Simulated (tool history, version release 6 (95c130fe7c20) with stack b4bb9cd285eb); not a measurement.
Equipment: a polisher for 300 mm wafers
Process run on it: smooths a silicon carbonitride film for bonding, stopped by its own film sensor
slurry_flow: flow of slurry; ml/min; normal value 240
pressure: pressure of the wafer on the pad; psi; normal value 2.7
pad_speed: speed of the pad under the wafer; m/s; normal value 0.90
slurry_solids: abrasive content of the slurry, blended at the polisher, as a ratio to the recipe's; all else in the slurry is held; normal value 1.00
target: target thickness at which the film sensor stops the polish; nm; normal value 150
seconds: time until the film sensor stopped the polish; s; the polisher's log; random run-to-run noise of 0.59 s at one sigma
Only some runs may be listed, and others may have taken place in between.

| run | hour | slurry_flow | pressure | pad_speed | slurry_solids | target | incoming thickness of the incoming film, nm | seconds |
|---|---|---|---|---|---|---|---|---|
| 1 | 0.0 | 240 | 2.7 | 0.90 | 1.00 | 150 | 172.4 | 58.1 |
|  | 31.7 | worn pad replaced by a new one |
| 2 | 69.9 | 240 | 2.7 | 0.90 | 1.00 | 150 | 167.2 | 46.3 |
| 3 | 121.7 | 240 | 2.7 | 0.90 | 1.00 | 150 | 173.3 | 61.5 |
|  | 184.6 | worn pad replaced by a new one |
| 4 | 191.7 | 240 | 2.7 | 0.90 | 1.00 | 150 | 171.7 | 58.4 |
| 5 | 227.9 | 175 | 2.7 | 0.90 | 1.00 | 150 | 168.2 | 52.6 |
|  | 243.2 | slurry blender recalibrated |
|  | 272.7 | slurry nozzle cleaned |
| 6 | 297.6 | 240 | 2.7 | 0.90 | 1.00 | 150 | 171.5 | 56.1 |
|  | 334.8 | worn pad replaced by a new one |
| 7 | 368.3 | 240 | 2.7 | 1.04 | 1.00 | 154 | 173.0 | 44.6 |
| 8 | 405.0 | 240 | 2.7 | 0.90 | 0.90 | 150 | 167.7 | 48.7 |
| 9 | 464.6 | 180 | 2.7 | 0.90 | 1.00 | 152 | 172.1 | 56.0 |
|  | 523.6 | worn pad replaced by a new one |
| 10 | 524.1 | 240 | 2.7 | 0.90 | 0.75 | 150 | 171.3 | 63.7 |
|  | 527.3 | slurry blender recalibrated |
| 11 | 573.3 | 240 | 3.4 | 0.64 | 0.90 | 148 | 170.4 | 67.0 |
|  | 587.8 | slurry nozzle cleaned |
| 12 | 622.7 | 185 | 2.7 | 0.62 | 1.00 | 155 | 169.4 | 51.9 |
| 13 | 657.8 | 290 | 2.7 | 0.90 | 1.00 | 150 | 170.1 | 52.8 |
|  | 660.0 | head pressure recalibrated |
| 14 | 710.2 | 240 | 2.7 | 0.64 | 1.00 | 150 | 169.0 | 66.8 |
|  | 719.3 | worn pad replaced by a new one |
| 15 | 762.4 | 320 | 3.3 | 0.90 | 1.00 | 150 | 168.7 | 40.1 |
| 16 | 811.5 | 240 | 2.7 | 0.90 | 1.00 | 150 | 167.0 | 45.6 |
| 17 | 860.2 | 240 | 2.1 | 0.90 | 1.00 | 150 | 167.5 | 62.3 |

State the hidden condition of the tool at each of the runs:
removal rate lost through wear of the pad, %: 0 across all the runs
deviation of the head's pressure from its setpoint, %: 0 across all the runs
abrasive missing from the slurry, %: 0 across all the runs
H1: slurry flow missing at the pad, %
| run | H1 |
|---|---|
| 1 | 5.1 |
| 2 | 9.38 |
| 3 | 14.6 |
| 4 | 24.2 |
| 5 | 30.5 |
| 6 | 4.53 |
| 7 | 7.23 |
| 8 | 9.89 |
| 9 | 16 |
| 10 | 24.4 |
| 11 | 33 |
| 12 | 3.77 |
| 13 | 4.94 |
| 14 | 8.14 |
| 15 | 13.1 |
| 16 | 19.3 |
| 17 | 26.9 |
